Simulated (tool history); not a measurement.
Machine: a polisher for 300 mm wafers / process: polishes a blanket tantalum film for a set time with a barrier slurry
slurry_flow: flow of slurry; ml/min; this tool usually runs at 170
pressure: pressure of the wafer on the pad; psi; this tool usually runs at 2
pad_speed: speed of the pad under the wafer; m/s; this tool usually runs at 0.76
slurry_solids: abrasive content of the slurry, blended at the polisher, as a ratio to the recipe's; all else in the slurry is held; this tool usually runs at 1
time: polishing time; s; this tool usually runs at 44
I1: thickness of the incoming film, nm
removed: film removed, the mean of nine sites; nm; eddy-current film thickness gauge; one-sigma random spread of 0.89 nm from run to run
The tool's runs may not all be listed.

run 1 day=0 | slurry_flow=170 pressure=2 pad_speed=0.76 slurry_solids=1 time=44 | I1=315.5 | removed=61.8
run 2 day=1.517 | slurry_flow=170 pressure=2 pad_speed=0.76 slurry_solids=1 time=44 | I1=322 | removed=60.6
-- day=2.688 worn pad replaced by a new one
run 3 day=3.525 | slurry_flow=170 pressure=2 pad_speed=0.6 slurry_solids=1 time=36 | I1=321.8 | removed=41.7
-- day=3.779 slurry nozzle cleaned
run 4 day=6.317 | slurry_flow=170 pressure=2 pad_speed=0.76 slurry_solids=1 time=44 | I1=319 | removed=62.4
run 5 day=8.796 | slurry_flow=170 pressure=2 pad_speed=0.76 slurry_solids=1 time=44 | I1=314 | removed=62.6
-- day=10.55 worn pad replaced by a new one
run 6 day=10.879 | slurry_flow=170 pressure=2 pad_speed=0.76 slurry_solids=1 time=44 | I1=327 | removed=58.7
run 7 day=11.904 | slurry_flow=170 pressure=2 pad_speed=0.76 slurry_solids=1 time=44 | I1=317.7 | removed=56.3
-- day=12.033 slurry blender recalibrated
-- day=13.058 slurry nozzle cleaned
-- day=13.121 head pressure recalibrated
run 8 day=13.45 | slurry_flow=170 pressure=2 pad_speed=0.76 slurry_solids=1 time=44 | I1=313.7 | removed=55.2
run 9 day=15.8 | slurry_flow=170 pressure=2 pad_speed=0.76 slurry_solids=1 time=44 | I1=318.7 | removed=53.8
-- day=17.025 worn pad replaced by a new one, repeated, since the last time left the tool worse
run 10 day=17.046 | slurry_flow=170 pressure=2 pad_speed=0.76 slurry_solids=1 time=44 | I1=320.6 | removed=63.2
run 11 day=18.271 | slurry_flow=140 pressure=2 pad_speed=0.76 slurry_solids=1 time=44 | I1=313.8 | removed=63
run 12 day=20.008 | slurry_flow=170 pressure=2 pad_speed=0.76 slurry_solids=1 time=44 | I1=318.4 | removed=63.3
-- day=21.929 slurry nozzle cleaned
run 13 day=22.188 | slurry_flow=205 pressure=2 pad_speed=0.76 slurry_solids=1 time=44 | I1=320.5 | removed=63.8
run 14 day=24.721 | slurry_flow=170 pressure=2 pad_speed=0.56 slurry_solids=1 time=44 | I1=320.4 | removed=45
-- day=25.558 worn pad replaced by a new one
run 15 day=26.2 | slurry_flow=170 pressure=2 pad_speed=0.86 slurry_solids=1 time=44 | I1=321.6 | removed=70.5
-- day=26.888 slurry blender recalibrated
run 16 day=28.6 | slurry_flow=215 pressure=2 pad_speed=0.76 slurry_solids=1 time=50 | I1=319.6 | removed=74.1
run 17 day=30.408 | slurry_flow=230 pressure=1.5 pad_speed=0.76 slurry_solids=1 time=44 | I1=317.5 | removed=49.6
-- day=30.721 slurry nozzle cleaned
-- day=32.283 head pressure recalibrated
run 18 day=32.542 | slurry_flow=220 pressure=2 pad_speed=0.76 slurry_solids=1 time=44 | I1=316.6 | removed=63
-- day=33.946 worn pad replaced by a new one
run 19 day=35.275 | slurry_flow=170 pressure=2.7 pad_speed=0.76 slurry_solids=1 time=44 | I1=319.7 | removed=83.2
run 20 day=37.325 | slurry_flow=170 pressure=2 pad_speed=0.76 slurry_solids=1 time=44 | I1=320 | removed=60.8
run 21 day=39.154 | slurry_flow=170 pressure=2 pad_speed=0.76 slurry_solids=1 time=49 | I1=324.7 | removed=69.3

What if the next run were any one of these 5? Each begins from the tool's condition after run 21:
run A day=39.171 | slurry_flow=170 pressure=2 pad_speed=0.88 slurry_solids=1 time=44 | I1=326.3 | removed=?
run B day=39.171 | slurry_flow=170 pressure=2 pad_speed=0.76 slurry_solids=0.8 time=44 | I1=326.3 | removed=?
run C day=39.171 | slurry_flow=170 pressure=1.6 pad_speed=0.76 slurry_solids=1 time=44 | I1=326.3 | removed=?
run D day=39.171 | slurry_flow=170 pressure=2 pad_speed=0.76 slurry_solids=0.9 time=44 | I1=326.3 | removed=?
run E day=39.171 | slurry_flow=230 pressure=1.7 pad_speed=0.76 slurry_solids=1.15 time=49 | I1=326.3 | removed=?

run=A removed=70.9
run=B removed=58.5
run=C removed=50.1
run=D removed=60
run=E removed=62.6
With no hidden state in the tool, these same runs would have given:
run=A removed=74.6
run=B removed=61.5
run=C removed=52.7
run=D removed=63
run=E removed=65.8
